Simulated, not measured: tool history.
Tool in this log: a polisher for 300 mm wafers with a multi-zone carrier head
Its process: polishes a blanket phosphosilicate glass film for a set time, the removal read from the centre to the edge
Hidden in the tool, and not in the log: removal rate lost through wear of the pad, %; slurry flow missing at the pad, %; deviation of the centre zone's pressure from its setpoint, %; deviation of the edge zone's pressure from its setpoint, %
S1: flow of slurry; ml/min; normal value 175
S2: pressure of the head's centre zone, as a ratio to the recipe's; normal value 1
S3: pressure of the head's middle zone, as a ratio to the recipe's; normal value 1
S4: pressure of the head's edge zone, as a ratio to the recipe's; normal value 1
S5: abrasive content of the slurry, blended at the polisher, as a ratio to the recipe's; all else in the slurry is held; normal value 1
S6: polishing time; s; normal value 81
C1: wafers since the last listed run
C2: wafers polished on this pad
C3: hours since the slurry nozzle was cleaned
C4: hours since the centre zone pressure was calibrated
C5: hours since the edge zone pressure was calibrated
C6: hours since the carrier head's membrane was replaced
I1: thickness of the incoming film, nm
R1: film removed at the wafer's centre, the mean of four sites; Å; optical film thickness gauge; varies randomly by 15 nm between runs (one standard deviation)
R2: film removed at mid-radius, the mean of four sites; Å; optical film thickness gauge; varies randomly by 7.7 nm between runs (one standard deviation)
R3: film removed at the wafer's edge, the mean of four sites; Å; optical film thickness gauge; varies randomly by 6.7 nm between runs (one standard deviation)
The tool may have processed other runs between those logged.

run 1 hour=0 | S1=175 S2=1.11 S3=1.06 S4=1.07 S5=1.3 S6=81 | C1=0 C2=1169 C3=17.2 C4=66.6 C5=61.5 C6=1146.9 | I1=4006.3 | R1=13717 R2=12601 R3=12490
-- hour=36.1 worn pad replaced by a new one
run 2 hour=48.9 | S1=175 S2=1 S3=1 S4=1 S5=1 S6=81 | C1=519 C2=147 C3=66.1 C4=115.5 C5=110.4 C6=1195.8 | I1=4026.7 | R1=10420 R2=10576 R3=10703
run 3 hour=65.3 | S1=215 S2=1.1 S3=1 S4=1 S5=1 S6=81 | C1=189 C2=337 C3=82.5 C4=131.9 C5=126.8 C6=1212.2 | I1=3970.7 | R1=12124 R2=10814 R3=11035
run 4 hour=78.6 | S1=175 S2=1 S3=1 S4=1 S5=1 S6=81 | C1=153 C2=491 C3=95.8 C4=145.2 C5=140.1 C6=1225.5 | I1=4058.3 | R1=10670 R2=10344 R3=10656
run 5 hour=90.6 | S1=175 S2=1 S3=1 S4=1 S5=1.1 S6=66 | C1=138 C2=630 C3=107.8 C4=157.2 C5=152.1 C6=1237.5 | I1=4092.1 | R1=8905 R2=8951 R3=9045
run 6 hour=105.4 | S1=230 S2=1 S3=1 S4=0.88 S5=1 S6=81 | C1=171 C2=801 C3=122.6 C4=172 C5=166.9 C6=1252.3 | I1=4005.4 | R1=11084 R2=11001 R3=10572
run 7 hour=118.6 | S1=175 S2=1 S3=1 S4=1.05 S5=1 S6=66 | C1=152 C2=953 C3=135.8 C4=185.2 C5=180.1 C6=1265.5 | I1=4129.8 | R1=8373 R2=8399 R3=8770
run 8 hour=128.2 | S1=220 S2=1 S3=1 S4=1 S5=1 S6=81 | C1=110 C2=1064 C3=145.4 C4=194.8 C5=189.7 C6=1275.1 | I1=3982.1 | R1=10925 R2=10724 R3=10824
run 9 hour=135.2 | S1=175 S2=1.1 S3=1 S4=1 S5=1 S6=81 | C1=80 C2=1145 C3=152.4 C4=201.8 C5=196.7 C6=1282.1 | I1=3999.8 | R1=11495 R2=10331 R3=10411
-- hour=150.7 carrier head's membrane replaced by a new one
-- hour=154.3 worn pad replaced by a new one
run 10 hour=154.8 | S1=175 S2=1 S3=1 S4=1 S5=1 S6=81 | C1=127 C2=5 C3=172 C4=221.4 C5=216.3 C6=4.1 | I1=3972.4 | R1=10503 R2=10128 R3=10599
run 11 hour=161 | S1=175 S2=1 S3=1 S4=1 S5=1 S6=81 | C1=71 C2=77 C3=178.2 C4=227.6 C5=222.5 C6=10.3 | I1=4028.5 | R1=10277 R2=10210 R3=10490
run 12 hour=168.2 | S1=150 S2=1 S3=1 S4=1.09 S5=1 S6=81 | C1=83 C2=160 C3=185.4 C4=234.8 C5=229.7 C6=17.5 | I1=3993.1 | R1=9906 R2=9778 R3=10415
run 13 hour=184 | S1=125 S2=1.1 S3=1 S4=1 S5=1 S6=81 | C1=182 C2=343 C3=201.2 C4=250.6 C5=245.5 C6=33.3 | I1=3962.9 | R1=10159 R2=9196 R3=9755
run 14 hour=191.8 | S1=200 S2=1.08 S3=1.07 S4=1 S5=1 S6=81 | C1=90 C2=433 C3=209 C4=258.4 C5=253.3 C6=41.1 | I1=4007 | R1=11424 R2=10963 R3=10716
run 15 hour=208.9 | S1=220 S2=1 S3=0.96 S4=1.05 S5=1 S6=81 | C1=197 C2=631 C3=226.1 C4=275.5 C5=270.4 C6=58.2 | I1=3995.8 | R1=10834 R2=10211 R3=10991
run 16 hour=224.6 | S1=175 S2=1 S3=1 S4=1 S5=1 S6=81 | C1=181 C2=812 C3=241.8 C4=291.2 C5=286.1 C6=73.9 | I1=4106.3 | R1=10151 R2=9992 R3=10341
run 17 hour=239.2 | S1=175 S2=1 S3=1 S4=1 S5=0.7 S6=81 | C1=168 C2=981 C3=256.4 C4=305.8 C5=300.7 C6=88.5 | I1=4014.7 | R1=8222 R2=8121 R3=8467
run 18 hour=250.4 | S1=175 S2=1 S3=1 S4=1 S5=0.75 S6=104 | C1=129 C2=1111 C3=267.6 C4=317 C5=311.9 C6=99.7 | I1=4106.1 | R1=10912 R2=10958 R3=11163
run 19 hour=262.8 | S1=175 S2=0.88 S3=1 S4=0.89 S5=1.15 S6=81 | C1=143 C2=1254 C3=280 C4=329.4 C5=324.3 C6=112.1 | I1=3958 | R1=9343 R2=10624 R3=10693
run 20 hour=278.9 | S1=175 S2=1 S3=1 S4=1 S5=1 S6=81 | C1=186 C2=1440 C3=296.1 C4=345.5 C5=340.4 C6=128.2 | I1=4076.4 | R1=10069 R2=9997 R3=10339
-- hour=288.6 worn pad replaced by a new one
run 21 hour=291.5 | S1=175 S2=1 S3=1 S4=1 S5=1 S6=81 | C1=99 C2=33 C3=308.7 C4=358.1 C5=353 C6=140.8 | I1=4010.3 | R1=9883 R2=9840 R3=10321

Each row is a separate what-if for the run after 21, all from the same tool condition, not one after another. Results?
run A hour=291.9 | S1=175 S2=1 S3=1 S4=1 S5=1 S6=107 | C1=4 C2=38 C3=309.1 C4=358.5 C5=353.4 C6=141.2 | I1=4075.1 | R1=? R2=? R3=?
run B hour=291.9 | S1=175 S2=1 S3=1 S4=0.95 S5=1 S6=81 | C1=4 C2=38 C3=309.1 C4=358.5 C5=353.4 C6=141.2 | I1=4075.1 | R1=? R2=? R3=?
run C hour=291.9 | S1=175 S2=0.96 S3=1.1 S4=1.06 S5=0.8 S6=81 | C1=4 C2=38 C3=309.1 C4=358.5 C5=353.4 C6=141.2 | I1=4075.1 | R1=? R2=? R3=?
run D hour=291.9 | S1=205 S2=1.07 S3=1 S4=1 S5=1.3 S6=81 | C1=4 C2=38 C3=309.1 C4=358.5 C5=353.4 C6=141.2 | I1=4075.1 | R1=? R2=? R3=?
run E hour=291.9 | S1=175 S2=1 S3=1.08 S4=1 S5=0.75 S6=81 | C1=4 C2=38 C3=309.1 C4=358.5 C5=353.4 C6=141.2 | I1=4075.1 | R1=? R2=? R3=?

run=A R1=13196 R2=13124 R3=13513
run=B R1=9989 R2=9936 R3=10061
run=C R1=8494 R2=9530 R3=9213
run=D R1=12611 R2=11667 R3=11874
run=E R1=8499 R2=9019 R3=8689
Had the tool no hidden state, the same runs would have come out as:
run=A R1=14631 R2=14372 R3=14415
run=B R1=11076 R2=10880 R3=10732
run=C R1=9418 R2=10436 R3=9828
run=D R1=13756 R2=12600 R3=12557
run=E R1=9423 R2=9876 R3=9269
